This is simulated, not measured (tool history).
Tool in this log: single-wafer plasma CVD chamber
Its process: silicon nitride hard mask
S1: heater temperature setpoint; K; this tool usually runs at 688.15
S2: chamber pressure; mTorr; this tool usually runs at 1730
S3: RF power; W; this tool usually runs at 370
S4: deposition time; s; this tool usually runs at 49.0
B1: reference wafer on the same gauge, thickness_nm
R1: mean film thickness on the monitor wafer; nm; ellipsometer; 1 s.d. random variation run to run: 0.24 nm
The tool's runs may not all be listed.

run	hour	S1	S2	S3	S4	B1	R1
1	0.0	688.15	1730	415	49.0	58.668	65.933
2	23.7	688.15	1730	415	49.0	58.747	65.523
3	50.0	688.15	1560	370	49.0	58.866	57.761
4	80.5	688.15	1560	370	49.0	58.858	57.706
5	99.2	688.15	1730	370	49.0	58.937	60.681
6	125.4	688.15	1840	370	49.0	59.019	61.565
7	140.2	688.15	1600	370	43.9	59.035	52.276
8	166.3	688.15	1730	370	45.5	59.080	56.153
# hour 189.0: thermocouple changed; heater temperature recalibrated
9	192.2	688.15	1960	370	45.9	59.138	59.404
10	209.7	688.15	1730	370	49.0	59.209	60.470
11	236.9	688.15	1730	370	49.0	59.232	60.549
# hour 253.8: gauge calibrated
12	264.7	688.15	1730	325	53.8	58.483	58.413
# hour 273.9: capacitance manometer re-zeroed and calibrated
13	292.7	688.15	1470	370	52.0	58.518	59.313
14	316.5	702.15	1730	305	42.1	58.580	42.668
# hour 358.8: RF generator calibrated
# hour 366.8: showerhead replaced
15	367.3	688.15	1730	430	49.0	58.664	67.438
16	374.3	678.15	1500	420	55.9	58.672	71.651
17	403.7	688.15	1370	340	43.2	58.787	44.366
18	429.2	701.15	1460	370	42.3	58.842	48.004
19	444.0	678.15	2000	370	49.0	58.861	63.742
20	478.4	688.15	1730	370	49.0	58.901	60.078
21	513.1	682.15	1600	400	43.0	59.063	54.734

Alternative continuations, all from the tool just after run 21; predict every row:
A	513.5	688.15	1730	370	49.0	?	?
B	513.5	699.15	1550	405	42.5	?	?
C	513.5	688.15	1490	315	49.0	?	?
D	513.5	688.15	1570	315	49.0	?	?
E	513.5	688.15	1730	405	49.0	?	?

run	B1	R1
A	59.000	59.657
B	59.000	52.948
C	59.000	48.459
D	59.000	49.572
E	59.000	64.177
Take away the tool's hidden state, keep each run's random variation, and the runs would have read:
run	R1
A	59.117
B	52.468
C	48.019
D	49.123
E	63.595
